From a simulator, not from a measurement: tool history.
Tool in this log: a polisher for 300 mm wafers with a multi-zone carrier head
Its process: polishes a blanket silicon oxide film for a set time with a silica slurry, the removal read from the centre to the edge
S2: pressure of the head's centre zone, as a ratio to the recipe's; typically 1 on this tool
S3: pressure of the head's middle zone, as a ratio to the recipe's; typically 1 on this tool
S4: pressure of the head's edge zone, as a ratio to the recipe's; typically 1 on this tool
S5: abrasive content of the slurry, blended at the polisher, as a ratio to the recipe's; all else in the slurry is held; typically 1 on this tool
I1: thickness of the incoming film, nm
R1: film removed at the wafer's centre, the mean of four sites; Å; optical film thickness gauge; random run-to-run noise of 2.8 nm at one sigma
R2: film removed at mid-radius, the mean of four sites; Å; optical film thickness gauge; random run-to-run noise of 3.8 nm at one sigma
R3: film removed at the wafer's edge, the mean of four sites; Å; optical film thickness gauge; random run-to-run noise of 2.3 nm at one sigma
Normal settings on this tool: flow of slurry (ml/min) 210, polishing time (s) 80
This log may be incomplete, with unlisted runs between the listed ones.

{"run": 1, "day": 0.0, "flow of slurry (ml/min)": 210, "S2": 1.09, "S3": 1, "S4": 1, "S5": 1, "polishing time (s)": 80, "I1": 1736.9, "R1": 2471, "R2": 2412, "R3": 2428}
{"run": 2, "day": 1.075, "flow of slurry (ml/min)": 210, "S2": 1.09, "S3": 1, "S4": 1, "S5": 1, "polishing time (s)": 80, "I1": 1740.4, "R1": 2474, "R2": 2412, "R3": 2427}
{"run": 3, "day": 1.712, "flow of slurry (ml/min)": 210, "S2": 1.09, "S3": 1, "S4": 1, "S5": 1, "polishing time (s)": 80, "I1": 1686.6, "R1": 2469, "R2": 2411, "R3": 2369}
{"run": 4, "day": 3.0, "flow of slurry (ml/min)": 210, "S2": 1, "S3": 1, "S4": 1, "S5": 1, "polishing time (s)": 80, "I1": 1755.4, "R1": 2311, "R2": 2380, "R3": 2370}
{"run": 5, "day": 4.517, "flow of slurry (ml/min)": 210, "S2": 1, "S3": 1, "S4": 1, "S5": 1, "polishing time (s)": 80, "I1": 1730.8, "R1": 2277, "R2": 2317, "R3": 2403}
{"run": 6, "day": 5.475, "flow of slurry (ml/min)": 210, "S2": 1, "S3": 1, "S4": 1, "S5": 1, "polishing time (s)": 80, "I1": 1710.1, "R1": 2219, "R2": 2379, "R3": 2384}
{"run": 7, "day": 5.988, "flow of slurry (ml/min)": 210, "S2": 1, "S3": 1, "S4": 1, "S5": 1, "polishing time (s)": 80, "I1": 1737.5, "R1": 2266, "R2": 2429, "R3": 2350}
{"run": 8, "day": 6.617, "flow of slurry (ml/min)": 210, "S2": 1, "S3": 1, "S4": 1, "S5": 1, "polishing time (s)": 80, "I1": 1721.6, "R1": 2289, "R2": 2372, "R3": 2339}
{"run": 9, "day": 7.279, "flow of slurry (ml/min)": 210, "S2": 1, "S3": 1, "S4": 1.05, "S5": 1.15, "polishing time (s)": 80, "I1": 1720.1, "R1": 2391, "R2": 2422, "R3": 2568}
{"run": 10, "day": 8.35, "flow of slurry (ml/min)": 210, "S2": 1, "S3": 0.89, "S4": 1, "S5": 1, "polishing time (s)": 80, "I1": 1698.3, "R1": 2394, "R2": 2337, "R3": 2518}
{"run": 11, "day": 11.5, "flow of slurry (ml/min)": 230, "S2": 0.89, "S3": 1, "S4": 1, "S5": 1, "polishing time (s)": 80, "I1": 1700.9, "R1": 2218, "R2": 2637, "R3": 2528}
{"run": 12, "day": 12.642, "flow of slurry (ml/min)": 210, "S2": 1, "S3": 1, "S4": 1, "S5": 1, "polishing time (s)": 80, "I1": 1695.8, "R1": 2395, "R2": 2476, "R3": 2485}
{"run": 13, "day": 13.304, "flow of slurry (ml/min)": 210, "S2": 1, "S3": 1, "S4": 1, "S5": 1, "polishing time (s)": 80, "I1": 1731.1, "R1": 2418, "R2": 2471, "R3": 2501}
{"run": 14, "day": 14.088, "flow of slurry (ml/min)": 155, "S2": 0.94, "S3": 1, "S4": 0.88, "S5": 1, "polishing time (s)": 80, "I1": 1717.2, "R1": 2173, "R2": 2420, "R3": 2299}
{"run": 15, "day": 14.996, "flow of slurry (ml/min)": 210, "S2": 1, "S3": 0.91, "S4": 1, "S5": 1, "polishing time (s)": 80, "I1": 1728.9, "R1": 2418, "R2": 2289, "R3": 2467}
{"run": 16, "day": 17.6, "flow of slurry (ml/min)": 210, "S2": 1, "S3": 1, "S4": 1, "S5": 1, "polishing time (s)": 80, "I1": 1729.4, "R1": 2405, "R2": 2446, "R3": 2466}
{"run": 17, "day": 18.2, "flow of slurry (ml/min)": 155, "S2": 1, "S3": 1, "S4": 0.97, "S5": 1, "polishing time (s)": 80, "I1": 1689.9, "R1": 2314, "R2": 2439, "R3": 2373}
{"run": 18, "day": 18.942, "flow of slurry (ml/min)": 210, "S2": 1, "S3": 1.04, "S4": 1, "S5": 1.2, "polishing time (s)": 80, "I1": 1702.2, "R1": 2582, "R2": 2782, "R3": 2658}
{"run": 19, "day": 19.679, "flow of slurry (ml/min)": 210, "S2": 1, "S3": 1, "S4": 1, "S5": 1, "polishing time (s)": 80, "I1": 1736.4, "R1": 2394, "R2": 2529, "R3": 2465}
{"run": 20, "day": 20.592, "flow of slurry (ml/min)": 210, "S2": 1, "S3": 0.94, "S4": 1, "S5": 1, "polishing time (s)": 80, "I1": 1731.7, "R1": 2396, "R2": 2351, "R3": 2458}
{"run": 21, "day": 21.267, "flow of slurry (ml/min)": 270, "S2": 0.92, "S3": 0.91, "S4": 1.05, "S5": 1, "polishing time (s)": 80, "I1": 1716.4, "R1": 2309, "R2": 2340, "R3": 2610}
{"run": 22, "day": 22.608, "flow of slurry (ml/min)": 235, "S2": 0.9, "S3": 1, "S4": 0.95, "S5": 1, "polishing time (s)": 80, "I1": 1704.5, "R1": 2183, "R2": 2570, "R3": 2413}

Removed from this log: 8 entries logged between the listed runs. Between which two listed runs does each belong, and how does the tool's hidden state at the listed run before it compare with that at the listed run after it?
In the gap between runs 4 and 5: worn pad replaced by a new one (day 4.496)
  slurry flow missing at the pad, %: 40.9 -> 42.8
  difference, measured minus the result without the unlogged condition, R1: -158 -> -168 Å; R2: -144 -> -151 Å; R3: -104 -> -113 Å
In the gap between runs 9 and 10: slurry nozzle cleaned (day 8.329)
  slurry flow missing at the pad, %: 46.4 -> 1.28
  difference, measured minus the result without the unlogged condition, R1: -200 -> -4 Å; R2: -179 -> -3 Å; R3: -136 -> -2 Å
In the gap between runs 10 and 11: worn pad replaced by a new one (day 10.025); edge zone pressure recalibrated (day 10.067)
  slurry flow missing at the pad, %: 1.28 -> 5.36
  difference, measured minus the result without the unlogged condition, R1: -4 -> -13 Å; R2: -3 -> -14 Å; R3: -2 -> -10 Å
In the gap between runs 11 and 12: carrier head's membrane replaced by a new one (day 12.208)
  slurry flow missing at the pad, %: 5.36 -> 6.83
  difference, measured minus the result without the unlogged condition, R1: -13 -> -20 Å; R2: -14 -> -18 Å; R3: -10 -> -14 Å
In the gap between runs 13 and 14: centre zone pressure recalibrated (day 13.988)
  slurry flow missing at the pad, %: 7.69 -> 8.7
  difference, measured minus the result without the unlogged condition, R1: -23 -> -29 Å; R2: -21 -> -28 Å; R3: -16 -> -20 Å
In the gap between runs 15 and 16: worn pad replaced by a new one (day 16.038)
  slurry flow missing at the pad, %: 9.87 -> 13.2
  difference, measured minus the result without the unlogged condition, R1: -30 -> -41 Å; R2: -25 -> -36 Å; R3: -20 -> -27 Å
In the gap between runs 21 and 22: worn pad replaced by a new one (day 22.512)
  slurry flow missing at the pad, %: 18 -> 19.7
  difference, measured minus the result without the unlogged condition, R1: -45 -> -53 Å; R2: -41 -> -55 Å; R3: -34 -> -39 Å

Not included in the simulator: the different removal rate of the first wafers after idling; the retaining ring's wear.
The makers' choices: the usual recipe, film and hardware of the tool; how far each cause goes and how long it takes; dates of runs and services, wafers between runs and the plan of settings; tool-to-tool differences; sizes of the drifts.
